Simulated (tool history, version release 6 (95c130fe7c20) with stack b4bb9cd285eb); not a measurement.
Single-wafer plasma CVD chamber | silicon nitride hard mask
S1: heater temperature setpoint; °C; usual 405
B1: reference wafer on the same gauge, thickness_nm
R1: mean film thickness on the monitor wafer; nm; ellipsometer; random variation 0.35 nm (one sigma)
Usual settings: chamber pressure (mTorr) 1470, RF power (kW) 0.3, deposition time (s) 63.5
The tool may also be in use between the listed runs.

{"run": 1, "day": 0.0, "S1": 401, "chamber pressure (mTorr)": 1470, "RF power (kW)": 0.3, "deposition time (s)": 63.5, "B1": 68.874, "R1": 72.775}
{"run": 2, "day": 0.529, "S1": 405, "chamber pressure (mTorr)": 1470, "RF power (kW)": 0.3, "deposition time (s)": 63.5, "B1": 68.881, "R1": 73.148}
{"run": 3, "day": 1.138, "S1": 405, "chamber pressure (mTorr)": 1470, "RF power (kW)": 0.3, "deposition time (s)": 63.5, "B1": 68.955, "R1": 73.468}
{"run": 4, "day": 1.517, "S1": 405, "chamber pressure (mTorr)": 1470, "RF power (kW)": 0.3, "deposition time (s)": 63.5, "B1": 68.826, "R1": 73.421}
{"run": 5, "day": 2.179, "S1": 405, "chamber pressure (mTorr)": 1470, "RF power (kW)": 0.34, "deposition time (s)": 63.5, "B1": 68.946, "R1": 78.899}
{"day": 2.75, "done": "showerhead replaced"}
{"run": 6, "day": 4.112, "S1": 405, "chamber pressure (mTorr)": 1470, "RF power (kW)": 0.34, "deposition time (s)": 63.5, "B1": 68.885, "R1": 78.942}
{"run": 7, "day": 4.492, "S1": 405, "chamber pressure (mTorr)": 1470, "RF power (kW)": 0.34, "deposition time (s)": 63.5, "B1": 68.889, "R1": 79.629}
{"run": 8, "day": 5.217, "S1": 405, "chamber pressure (mTorr)": 1700, "RF power (kW)": 0.3, "deposition time (s)": 63.5, "B1": 68.989, "R1": 77.857}
{"run": 9, "day": 5.921, "S1": 405, "chamber pressure (mTorr)": 1700, "RF power (kW)": 0.3, "deposition time (s)": 63.5, "B1": 68.861, "R1": 77.512}
{"run": 10, "day": 6.283, "S1": 405, "chamber pressure (mTorr)": 1700, "RF power (kW)": 0.3, "deposition time (s)": 63.5, "B1": 68.861, "R1": 77.245}
{"run": 11, "day": 6.796, "S1": 405, "chamber pressure (mTorr)": 1470, "RF power (kW)": 0.3, "deposition time (s)": 63.5, "B1": 68.951, "R1": 73.715}
{"day": 7.412, "done": "thermocouple changed; heater temperature recalibrated"}
{"run": 12, "day": 7.488, "S1": 399, "chamber pressure (mTorr)": 1340, "RF power (kW)": 0.355, "deposition time (s)": 63.5, "B1": 68.942, "R1": 78.757}
{"run": 13, "day": 8.05, "S1": 392, "chamber pressure (mTorr)": 1470, "RF power (kW)": 0.3, "deposition time (s)": 63.5, "B1": 68.926, "R1": 73.793}
{"run": 14, "day": 8.708, "S1": 411, "chamber pressure (mTorr)": 1470, "RF power (kW)": 0.315, "deposition time (s)": 52.1, "B1": 68.883, "R1": 61.524}
{"day": 9.042, "done": "gauge calibrated"}
{"day": 10.038, "done": "RF generator calibrated"}
{"run": 15, "day": 10.058, "S1": 405, "chamber pressure (mTorr)": 1700, "RF power (kW)": 0.3, "deposition time (s)": 63.5, "B1": 68.85, "R1": 77.362}
{"run": 16, "day": 10.467, "S1": 410, "chamber pressure (mTorr)": 1110, "RF power (kW)": 0.265, "deposition time (s)": 73.5, "B1": 68.929, "R1": 69.855}
{"run": 17, "day": 10.946, "S1": 411, "chamber pressure (mTorr)": 1470, "RF power (kW)": 0.3, "deposition time (s)": 56, "B1": 68.936, "R1": 64.602}
{"run": 18, "day": 11.654, "S1": 416, "chamber pressure (mTorr)": 1470, "RF power (kW)": 0.3, "deposition time (s)": 63.5, "B1": 68.919, "R1": 73.535}
{"day": 12.233, "done": "capacitance manometer re-zeroed and calibrated"}
{"run": 19, "day": 12.254, "S1": 405, "chamber pressure (mTorr)": 1790, "RF power (kW)": 0.27, "deposition time (s)": 66.8, "B1": 68.874, "R1": 76.76}
{"run": 20, "day": 12.508, "S1": 410, "chamber pressure (mTorr)": 1170, "RF power (kW)": 0.27, "deposition time (s)": 74.6, "B1": 68.897, "R1": 73.735}
{"run": 21, "day": 13.204, "S1": 405, "chamber pressure (mTorr)": 1220, "RF power (kW)": 0.3, "deposition time (s)": 63.5, "B1": 68.859, "R1": 68.33}
{"run": 22, "day": 13.783, "S1": 396, "chamber pressure (mTorr)": 1740, "RF power (kW)": 0.33, "deposition time (s)": 74.4, "B1": 68.891, "R1": 97.135}
{"run": 23, "day": 14.329, "S1": 410, "chamber pressure (mTorr)": 1470, "RF power (kW)": 0.275, "deposition time (s)": 63.5, "B1": 68.94, "R1": 69.527}
{"run": 24, "day": 14.65, "S1": 411, "chamber pressure (mTorr)": 1260, "RF power (kW)": 0.3, "deposition time (s)": 51.9, "B1": 68.885, "R1": 56.561}
{"run": 25, "day": 15.3, "S1": 399, "chamber pressure (mTorr)": 1470, "RF power (kW)": 0.3, "deposition time (s)": 73.5, "B1": 68.86, "R1": 85.813}

Run 26 comes next. What will it give?
{"run": 26, "day": 15.696, "S1": 405, "chamber pressure (mTorr)": 1580, "RF power (kW)": 0.3, "deposition time (s)": 71.7, "B1": "?", "R1": "?"}

{"run 26": {"B1": 68.923, "R1": 84.765}}
Without the tool's hidden state the same run would have given R1 84.765 nm.
